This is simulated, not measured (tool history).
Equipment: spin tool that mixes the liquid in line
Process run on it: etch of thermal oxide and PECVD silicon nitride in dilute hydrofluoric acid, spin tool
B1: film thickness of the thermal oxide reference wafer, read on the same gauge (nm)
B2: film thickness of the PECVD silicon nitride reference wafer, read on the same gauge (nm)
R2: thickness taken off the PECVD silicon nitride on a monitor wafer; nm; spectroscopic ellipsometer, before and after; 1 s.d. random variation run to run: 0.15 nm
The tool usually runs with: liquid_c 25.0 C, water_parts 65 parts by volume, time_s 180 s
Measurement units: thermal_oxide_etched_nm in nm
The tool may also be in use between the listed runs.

{"run": 1, "hour": 0.0, "liquid_c": 29.0, "water_parts": 65, "time_s": 180, "B1": 130.01, "B2": 80.02, "thermal_oxide_etched_nm": 19.95, "R2": 21.35}
{"run": 2, "hour": 53.2, "liquid_c": 29.0, "water_parts": 65, "time_s": 180, "B1": 129.99, "B2": 80.02, "thermal_oxide_etched_nm": 20.19, "R2": 21.62}
{"run": 3, "hour": 110.5, "liquid_c": 29.0, "water_parts": 65, "time_s": 180, "B1": 130.01, "B2": 79.98, "thermal_oxide_etched_nm": 20.04, "R2": 21.7}
{"run": 4, "hour": 154.2, "liquid_c": 25.0, "water_parts": 65, "time_s": 125, "B1": 130.01, "B2": 79.99, "thermal_oxide_etched_nm": 12.05, "R2": 11.26}
{"run": 5, "hour": 233.6, "liquid_c": 25.0, "water_parts": 65, "time_s": 125, "B1": 129.96, "B2": 80.01, "thermal_oxide_etched_nm": 12.1, "R2": 11.63}
{"run": 6, "hour": 325.6, "liquid_c": 25.0, "water_parts": 65, "time_s": 125, "B1": 130.0, "B2": 80.01, "thermal_oxide_etched_nm": 12.11, "R2": 11.7}
{"run": 7, "hour": 394.0, "liquid_c": 21.0, "water_parts": 90, "time_s": 280, "B1": 129.98, "B2": 79.99, "thermal_oxide_etched_nm": 16.48, "R2": 14.54}
{"run": 8, "hour": 445.7, "liquid_c": 25.0, "water_parts": 65, "time_s": 125, "B1": 130.0, "B2": 79.98, "thermal_oxide_etched_nm": 12.34, "R2": 11.95}
{"run": 9, "hour": 510.6, "liquid_c": 27.0, "water_parts": 55, "time_s": 225, "B1": 130.04, "B2": 80.0, "thermal_oxide_etched_nm": 29.07, "R2": 28.82}
{"hour": 643.3, "done": "hydrofluoric acid flow meter replaced"}
{"run": 10, "hour": 792.3, "liquid_c": 25.0, "water_parts": 65, "time_s": 180, "B1": 130.0, "B2": 79.94, "thermal_oxide_etched_nm": 16.02, "R2": 15.68}
{"hour": 840.4, "done": "gauge calibrated"}
{"run": 11, "hour": 878.6, "liquid_c": 20.0, "water_parts": 80, "time_s": 180, "B1": 130.01, "B2": 80.02, "thermal_oxide_etched_nm": 10.66, "R2": 9.35}
{"run": 12, "hour": 972.3, "liquid_c": 25.0, "water_parts": 65, "time_s": 180, "B1": 130.01, "B2": 80.01, "thermal_oxide_etched_nm": 16.22, "R2": 15.95}
{"run": 13, "hour": 1025.9, "liquid_c": 23.0, "water_parts": 50, "time_s": 220, "B1": 130.0, "B2": 79.98, "thermal_oxide_etched_nm": 24.49, "R2": 22.0}
{"run": 14, "hour": 1118.0, "liquid_c": 28.0, "water_parts": 65, "time_s": 260, "B1": 129.98, "B2": 79.98, "thermal_oxide_etched_nm": 27.04, "R2": 28.34}
{"run": 15, "hour": 1200.2, "liquid_c": 23.0, "water_parts": 65, "time_s": 220, "B1": 129.99, "B2": 79.96, "thermal_oxide_etched_nm": 18.86, "R2": 17.27}
{"hour": 1217.7, "done": "thermometer replaced"}
{"run": 16, "hour": 1242.7, "liquid_c": 22.0, "water_parts": 95, "time_s": 110, "B1": 130.02, "B2": 80.0, "thermal_oxide_etched_nm": 6.07, "R2": 5.59}
{"run": 17, "hour": 1345.3, "liquid_c": 22.5, "water_parts": 75, "time_s": 230, "B1": 129.99, "B2": 79.99, "thermal_oxide_etched_nm": 16.42, "R2": 15.39}
{"run": 18, "hour": 1422.3, "liquid_c": 25.0, "water_parts": 55, "time_s": 180, "B1": 129.99, "B2": 80.06, "thermal_oxide_etched_nm": 20.67, "R2": 19.25}
{"run": 19, "hour": 1527.6, "liquid_c": 29.0, "water_parts": 65, "time_s": 215, "B1": 130.01, "B2": 80.03, "thermal_oxide_etched_nm": 24.51, "R2": 25.69}
{"run": 20, "hour": 1604.1, "liquid_c": 22.5, "water_parts": 55, "time_s": 180, "B1": 130.01, "B2": 80.0, "thermal_oxide_etched_nm": 18.52, "R2": 16.5}
{"run": 21, "hour": 1919.7, "liquid_c": 25.0, "water_parts": 65, "time_s": 80, "B1": 130.0, "B2": 79.99, "thermal_oxide_etched_nm": 7.74, "R2": 7.59}
{"run": 22, "hour": 1969.8, "liquid_c": 23.5, "water_parts": 35, "time_s": 270, "B1": 129.99, "B2": 80.02, "thermal_oxide_etched_nm": 48.5, "R2": 42.63}
{"hour": 2003.7, "done": "hydrofluoric acid flow meter replaced"}
{"run": 23, "hour": 2006.5, "liquid_c": 22.5, "water_parts": 75, "time_s": 230, "B1": 129.98, "B2": 80.0, "thermal_oxide_etched_nm": 15.64, "R2": 14.32}
{"run": 24, "hour": 2062.1, "liquid_c": 28.5, "water_parts": 65, "time_s": 180, "B1": 130.01, "B2": 80.02, "thermal_oxide_etched_nm": 18.1, "R2": 19.64}
{"run": 25, "hour": 2127.7, "liquid_c": 25.0, "water_parts": 55, "time_s": 280, "B1": 130.0, "B2": 80.03, "thermal_oxide_etched_nm": 29.82, "R2": 28.26}
{"run": 26, "hour": 2179.6, "liquid_c": 25.0, "water_parts": 35, "time_s": 180, "B1": 130.04, "B2": 80.0, "thermal_oxide_etched_nm": 31.25, "R2": 28.37}

Predict each of these 4 candidate next runs independently; none follows another, all start after run 26:
{"run": "A", "hour": 2180.1, "liquid_c": 25.0, "water_parts": 65, "time_s": 140, "B1": "?", "B2": "?", "thermal_oxide_etched_nm": "?", "R2": "?"}
{"run": "B", "hour": 2180.1, "liquid_c": 27.5, "water_parts": 65, "time_s": 90, "B1": "?", "B2": "?", "thermal_oxide_etched_nm": "?", "R2": "?"}
{"run": "C", "hour": 2180.1, "liquid_c": 22.5, "water_parts": 50, "time_s": 230, "B1": "?", "B2": "?", "thermal_oxide_etched_nm": "?", "R2": "?"}
{"run": "D", "hour": 2180.1, "liquid_c": 26.5, "water_parts": 65, "time_s": 275, "B1": "?", "B2": "?", "thermal_oxide_etched_nm": "?", "R2": "?"}

run=A B1=130.01 B2=80.01 thermal_oxide_etched_nm=12.61 R2=12.09
run=B B1=130.01 B2=80.01 thermal_oxide_etched_nm=8.96 R2=9.16
run=C B1=130.01 B2=80.01 thermal_oxide_etched_nm=24.78 R2=21.70
run=D B1=130.01 B2=80.01 thermal_oxide_etched_nm=26.30 R2=26.22
Had the tool no hidden state, the same runs would have come out as:
run=A thermal_oxide_etched_nm=12.41 R2=11.92
run=B thermal_oxide_etched_nm=8.82 R2=9.03
run=C thermal_oxide_etched_nm=24.40 R2=21.40
run=D thermal_oxide_etched_nm=25.89 R2=25.85

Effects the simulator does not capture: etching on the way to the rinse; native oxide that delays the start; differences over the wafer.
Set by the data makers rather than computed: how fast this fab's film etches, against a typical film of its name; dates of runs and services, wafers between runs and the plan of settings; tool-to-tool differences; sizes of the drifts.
